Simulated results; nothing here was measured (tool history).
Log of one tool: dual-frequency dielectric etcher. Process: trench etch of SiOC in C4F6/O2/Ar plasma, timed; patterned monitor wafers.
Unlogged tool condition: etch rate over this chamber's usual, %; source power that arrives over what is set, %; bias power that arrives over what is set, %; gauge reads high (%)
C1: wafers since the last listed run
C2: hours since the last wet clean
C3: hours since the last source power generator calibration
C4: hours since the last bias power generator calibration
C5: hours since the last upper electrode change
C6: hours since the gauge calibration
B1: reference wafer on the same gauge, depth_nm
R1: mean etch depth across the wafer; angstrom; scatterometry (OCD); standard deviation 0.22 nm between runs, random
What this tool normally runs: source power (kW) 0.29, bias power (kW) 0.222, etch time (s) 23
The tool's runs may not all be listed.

{"run": 1, "day": 0.0, "source power (kW)": 0.29, "bias power (kW)": 0.222, "etch time (s)": 23, "C1": 0, "C2": 319.7, "C3": 4016.7, "C4": 3958.4, "C5": 2570.9, "C6": 0.7, "B1": 43.95, "R1": 449.9}
{"run": 2, "day": 0.738, "source power (kW)": 0.29, "bias power (kW)": 0.222, "etch time (s)": 23, "C1": 297, "C2": 337.4, "C3": 4034.4, "C4": 3976.1, "C5": 2588.6, "C6": 18.4, "B1": 43.93, "R1": 446.2}
{"run": 3, "day": 1.096, "source power (kW)": 0.29, "bias power (kW)": 0.222, "etch time (s)": 23, "C1": 144, "C2": 346, "C3": 4043, "C4": 3984.7, "C5": 2597.2, "C6": 27, "B1": 43.92, "R1": 445.8}
{"run": 4, "day": 1.579, "source power (kW)": 0.24, "bias power (kW)": 0.222, "etch time (s)": 23, "C1": 195, "C2": 357.6, "C3": 4054.6, "C4": 3996.3, "C5": 2608.8, "C6": 38.6, "B1": 43.91, "R1": 424.2}
{"run": 5, "day": 2.296, "source power (kW)": 0.24, "bias power (kW)": 0.222, "etch time (s)": 23, "C1": 289, "C2": 374.8, "C3": 4071.8, "C4": 4013.5, "C5": 2626, "C6": 55.8, "B1": 43.89, "R1": 423.6}
{"run": 6, "day": 2.933, "source power (kW)": 0.24, "bias power (kW)": 0.222, "etch time (s)": 23, "C1": 257, "C2": 390.1, "C3": 4087.1, "C4": 4028.8, "C5": 2641.3, "C6": 71.1, "B1": 43.89, "R1": 425}
{"day": 3.333, "done": "bias power generator calibrated"}
{"run": 7, "day": 3.358, "source power (kW)": 0.29, "bias power (kW)": 0.222, "etch time (s)": 23, "C1": 104, "C2": 400.3, "C3": 4097.3, "C4": 0.6, "C5": 2651.5, "C6": 81.3, "B1": 43.89, "R1": 446.3}
{"run": 8, "day": 3.646, "source power (kW)": 0.29, "bias power (kW)": 0.222, "etch time (s)": 23, "C1": 116, "C2": 407.2, "C3": 4104.2, "C4": 7.5, "C5": 2658.4, "C6": 88.2, "B1": 43.89, "R1": 441.2}
{"run": 9, "day": 4.342, "source power (kW)": 0.29, "bias power (kW)": 0.222, "etch time (s)": 23, "C1": 280, "C2": 423.9, "C3": 4120.9, "C4": 24.2, "C5": 2675.1, "C6": 104.9, "B1": 43.91, "R1": 444.7}
{"day": 5.717, "done": "upper electrode replaced"}
{"day": 5.875, "done": "source power generator calibrated"}
{"run": 10, "day": 5.896, "source power (kW)": 0.34, "bias power (kW)": 0.222, "etch time (s)": 23, "C1": 160, "C2": 461.2, "C3": 0.5, "C4": 61.5, "C5": 4.3, "C6": 142.2, "B1": 43.9, "R1": 460.3}
{"run": 11, "day": 6.379, "source power (kW)": 0.33, "bias power (kW)": 0.184, "etch time (s)": 17, "C1": 195, "C2": 472.8, "C3": 12.1, "C4": 73.1, "C5": 15.9, "C6": 153.8, "B1": 43.92, "R1": 307.9}
{"run": 12, "day": 6.988, "source power (kW)": 0.25, "bias power (kW)": 0.249, "etch time (s)": 17, "C1": 245, "C2": 487.4, "C3": 26.7, "C4": 87.7, "C5": 30.5, "C6": 168.4, "B1": 43.93, "R1": 331}
{"day": 6.996, "done": "gauge calibrated"}
{"day": 8.238, "done": "wet clean of the chamber"}
{"run": 13, "day": 8.258, "source power (kW)": 0.29, "bias power (kW)": 0.168, "etch time (s)": 16.5, "C1": 109, "C2": 0.5, "C3": 57.2, "C4": 118.2, "C5": 61, "C6": 30.3, "B1": 43.87, "R1": 285.5}
{"run": 14, "day": 8.271, "source power (kW)": 0.29, "bias power (kW)": 0.222, "etch time (s)": 23, "C1": 5, "C2": 0.8, "C3": 57.5, "C4": 118.5, "C5": 61.3, "C6": 30.6, "B1": 43.9, "R1": 463.3}
{"run": 15, "day": 8.608, "source power (kW)": 0.29, "bias power (kW)": 0.222, "etch time (s)": 23, "C1": 136, "C2": 8.9, "C3": 65.6, "C4": 126.6, "C5": 69.4, "C6": 38.7, "B1": 43.9, "R1": 457.1}
{"run": 16, "day": 9.179, "source power (kW)": 0.29, "bias power (kW)": 0.222, "etch time (s)": 23, "C1": 230, "C2": 22.6, "C3": 79.3, "C4": 140.3, "C5": 83.1, "C6": 52.4, "B1": 43.9, "R1": 465.9}
{"run": 17, "day": 9.729, "source power (kW)": 0.26, "bias power (kW)": 0.208, "etch time (s)": 29.5, "C1": 222, "C2": 35.8, "C3": 92.5, "C4": 153.5, "C5": 96.3, "C6": 65.6, "B1": 43.87, "R1": 557.5}
{"run": 18, "day": 10.046, "source power (kW)": 0.29, "bias power (kW)": 0.222, "etch time (s)": 23, "C1": 127, "C2": 43.4, "C3": 100.1, "C4": 161.1, "C5": 103.9, "C6": 73.2, "B1": 43.86, "R1": 458.5}
{"run": 19, "day": 10.717, "source power (kW)": 0.24, "bias power (kW)": 0.222, "etch time (s)": 16, "C1": 270, "C2": 59.5, "C3": 116.2, "C4": 177.2, "C5": 120, "C6": 89.3, "B1": 43.85, "R1": 304.9}

How the hidden state differs across the entries between the runs, from the last listed run before each to the first after it:
In the gap between runs 6 and 7: bias power generator calibrated (day 3.333)
  etch rate over this chamber's usual, %: -3.5 -> -3.59
  difference, measured minus the result without the unlogged condition, R1: -15.4 -> -16.6 angstrom
In the gap between runs 9 and 10: upper electrode replaced (day 5.717); source power generator calibrated (day 5.875)
  etch rate over this chamber's usual, %: -3.81 -> -4.15
  difference, measured minus the result without the unlogged condition, R1: -17.6 -> -20 angstrom
In the gap between runs 12 and 13: gauge calibrated (day 6.996); wet clean of the chamber (day 8.238)
  etch rate over this chamber's usual, %: -4.39 -> 0.337
  difference, measured minus the result without the unlogged condition, R1: -15.2 -> +0.9 angstrom

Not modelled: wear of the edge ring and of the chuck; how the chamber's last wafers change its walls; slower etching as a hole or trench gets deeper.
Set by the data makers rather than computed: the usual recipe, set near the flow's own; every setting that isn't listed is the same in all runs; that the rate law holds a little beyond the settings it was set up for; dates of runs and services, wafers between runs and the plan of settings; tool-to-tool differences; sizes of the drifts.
